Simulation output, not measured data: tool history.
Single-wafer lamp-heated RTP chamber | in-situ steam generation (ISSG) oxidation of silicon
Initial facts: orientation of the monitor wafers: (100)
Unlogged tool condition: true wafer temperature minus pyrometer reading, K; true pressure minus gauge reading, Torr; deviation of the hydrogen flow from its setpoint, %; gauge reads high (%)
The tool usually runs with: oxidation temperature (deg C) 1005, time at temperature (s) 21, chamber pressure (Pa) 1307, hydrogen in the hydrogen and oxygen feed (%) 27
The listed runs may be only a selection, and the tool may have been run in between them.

run	hour	oxidation temperature (deg C)	time at temperature (s)	chamber pressure (Pa)	hydrogen in the hydrogen and oxygen feed (%)	wafers since the last listed run	wafers since the last pyrometer calibration	hours since the pressure gauge was zeroed	hours since the hydrogen flow controller was replaced	hours since the gauge calibration	read-back reference wafer on the same gauge, thickness	oxide thickness on the monitor wafer (angstrom)
1	0	1005	21	1360	27	0	697	3460.5	5348.4	765.1	6.352	54.44
2	30.9	1005	21	1360	27	473	1170	3491.4	5379.3	796	6.351	54.48
3	118.6	1005	21	1360	27	1344	2514	3579.1	5467	883.7	6.347	54.78
4	169.7	1005	21	1307	27	783	3297	3630.2	5518.1	934.8	6.35	55.26
# hour 194.4: pyrometer window cleaned and pyrometer calibrated
5	223.1	1005	21	1307	27	695	440	3683.6	5571.5	988.2	6.35	54.99
6	295	1005	21	1307	27	1101	1542	3755.5	5643.4	1060.1	6.351	55.01
7	361	1005	21	1307	27	1011	2553	3821.5	5709.4	1126.1	6.349	55.31
8	407.3	1005	14	1307	27	709	3263	3867.8	5755.7	1172.4	6.348	45.94
# hour 446.1: pyrometer window cleaned and pyrometer calibrated
9	454.1	1005	14	1307	27	594	122	3914.6	5802.5	1219.2	6.348	45.77
10	491.8	1005	14	1307	27	577	699	3952.3	5840.2	1256.9	6.348	45.81
11	528.7	991	18	1307	27	565	1265	3989.2	5877.1	1293.8	6.349	48.64
# hour 568.1: pressure gauge zeroed
12	578	1005	21	1307	27	632	1898	9.9	5926.4	1343.1	6.351	55.17
# hour 591.1: gauge calibrated
13	648.9	1005	17	1307	27	1086	2984	80.8	5997.3	57.8	6.349	50.26
# hour 700.4: pyrometer window cleaned and pyrometer calibrated
14	712.4	1005	21	1307	27	850	184	144.3	6060.8	121.3	6.351	54.96
15	740	1012	21	1173	17	422	606	171.9	6088.4	148.9	6.351	52.08
16	789.8	995	21	1307	27	763	1370	221.7	6138.2	198.7	6.349	52.83
# hour 809.7: hydrogen flow controller replaced
17	846.4	990	21	1307	30	744	2114	278.3	36.7	255.3	6.351	53.19
# hour 914.2: pyrometer window cleaned and pyrometer calibrated
18	914.7	1005	24	1307	27	924	8	346.6	105	323.6	6.351	58.41
19	957.2	1013	21	1307	27	651	659	389.1	147.5	366.1	6.348	57.01
20	1073.9	1005	25	1307	27	1788	2447	505.8	264.2	482.8	6.351	60.21
21	1119.6	1005	21	1360	27	700	3148	551.5	309.9	528.5	6.349	54.87
22	1169.2	1023	21	1307	27	760	3908	601.1	359.5	578.1	6.35	60.05
# hour 1190.6: pyrometer window cleaned and pyrometer calibrated
23	1220.7	1005	17	1173	32	666	461	652.6	411	629.6	6.35	52.91

Forecast each of these 4 alternatives for the next run:
A	1221.1	1005	21	1307	27	6	467	653	411.4	630	?	?
B	1221.1	1005	18	1307	19	6	467	653	411.4	630	?	?
C	1221.1	991	21	1360	27	6	467	653	411.4	630	?	?
D	1221.1	1005	21	1133	27	6	467	653	411.4	630	?	?

run	read-back reference wafer on the same gauge, thickness	oxide thickness on the monitor wafer (angstrom)
A	6.35	55.11
B	6.35	47.47
C	6.35	51.57
D	6.35	56.28
With no hidden state in the tool, these same runs would have given:
run	oxide thickness on the monitor wafer (angstrom)
A	55.05
B	47.42
C	51.52
D	56.23
